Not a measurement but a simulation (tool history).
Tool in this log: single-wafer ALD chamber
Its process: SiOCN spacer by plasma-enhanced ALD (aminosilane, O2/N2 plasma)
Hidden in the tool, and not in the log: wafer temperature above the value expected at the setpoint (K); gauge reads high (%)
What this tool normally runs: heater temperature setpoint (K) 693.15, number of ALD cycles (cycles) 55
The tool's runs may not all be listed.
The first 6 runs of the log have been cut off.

run   hour  heater temperature setpoint (K)  number of ALD cycles (cycles)  wafers since the last listed run  hours since the last thermocouple change  hours since the gauge calibration  read-back reference wafer on the same gauge, thickness_nm  mean film thickness on the monitor wafer (nm)
  7   64.6                           697.15                             55                                50                                    2267.5                              403.7                                                      2.865                                          3.001
  8   75.6                           693.15                             55                                36                                    2278.5                              414.7                                                      2.862                                          3.065
  9     87                           688.15                             50                                37                                    2289.9                              426.1                                                      2.858                                          2.816
 10  117.7                           693.15                             55                               101                                    2320.6                              456.8                                                      2.853                                          3.041
 11  131.6                           704.15                             61                                45                                    2334.5                              470.7                                                      2.848                                          3.235
 12  143.9                           704.15                             61                                40                                    2346.8                                483                                                      2.846                                          3.244
       147  -- gauge calibrated
 13  176.4                           704.15                             61                               106                                    2379.3                               29.4                                                      2.913                                          3.297
 14    184                           693.15                             55                                25                                    2386.9                                 37                                                      2.911                                          3.093
 15  190.4                           693.15                             55                                21                                    2393.3                               43.4                                                      2.912                                          3.106
 16  197.4                           685.15                             63                                23                                    2400.3                               50.4                                                       2.91                                          3.653
     216.1  -- thermocouple changed; heater temperature recalibrated
 17  216.6                           693.15                             61                                36                                       0.5                               69.6                                                       2.91                                          3.445
 18  219.4                           684.15                             55                                 9                                       3.3                               72.4                                                      2.909                                          3.188
 19  230.5                           685.15                             64                                36                                      14.4                               83.5                                                      2.907                                          3.701
 20  243.8                           688.15                             51                                43                                      27.7                               96.8                                                      2.909                                          2.925

What will run 21 give?
 21  259.7                           704.15                             61                                52                                      43.6                              112.7                                                          ?                                              ?

read-back reference wafer on the same gauge, thickness_nm: 2.907
mean film thickness on the monitor wafer (nm): 3.298
On a tool with no hidden condition, and with the same random variation, this run would have come out at mean film thickness on the monitor wafer (nm) 3.311.

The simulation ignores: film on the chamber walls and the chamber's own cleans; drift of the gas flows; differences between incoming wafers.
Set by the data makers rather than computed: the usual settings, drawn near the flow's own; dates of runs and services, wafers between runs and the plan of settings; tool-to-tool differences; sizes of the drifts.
